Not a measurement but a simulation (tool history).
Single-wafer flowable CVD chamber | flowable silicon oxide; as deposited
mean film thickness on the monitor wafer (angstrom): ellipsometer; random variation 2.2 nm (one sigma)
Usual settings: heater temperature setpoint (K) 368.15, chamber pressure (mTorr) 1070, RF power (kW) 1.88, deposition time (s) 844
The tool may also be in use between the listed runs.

run,hour,heater temperature setpoint (K),chamber pressure (mTorr),RF power (kW),deposition time (s),"read-back reference wafer on the same gauge, thickness_nm",mean film thickness on the monitor wafer (angstrom)
1,0,374.15,1070,1.88,844,866.989,6034.73
2,30.1,374.15,1070,1.88,844,867.191,6003.73
3,45.8,368.15,1070,1.98,844,867.444,7623.07
4,67.7,368.15,1070,1.98,844,866.963,7588.96
5,90.5,368.15,1070,1.98,844,867.233,7570.84
6,117.2,368.15,1070,1.88,844,866.441,7480.92
7,136.4,368.15,1070,1.88,844,866.401,7475.14
8,156.3,368.15,1070,1.88,844,867.189,7433.56
# hour 179.4: showerhead replaced, of another model than before
9,179.9,356.15,1070,1.88,947,868.008,12993.64
# hour 194.9: capacitance manometer re-zeroed and calibrated
10,199.9,356.15,1070,1.88,947,867.142,13843.62
11,220.1,356.15,1070,1.88,947,867.498,13934.04
12,237.5,373.15,1190,1.745,844,866.876,7064.92
# hour 249.7: RF generator calibrated
13,265.3,368.15,1150,2.16,923,866.672,9575.61

The next listed run, before its measurement:
# hour 290.1: thermocouple changed; heater temperature recalibrated
14,292.4,368.15,1070,2,701,?,?

read-back reference wafer on the same gauge, thickness_nm: 867.091
mean film thickness on the monitor wafer (angstrom): 6806.52
Without the tool's hidden state the same run would have given mean film thickness on the monitor wafer (angstrom) 6761.04.
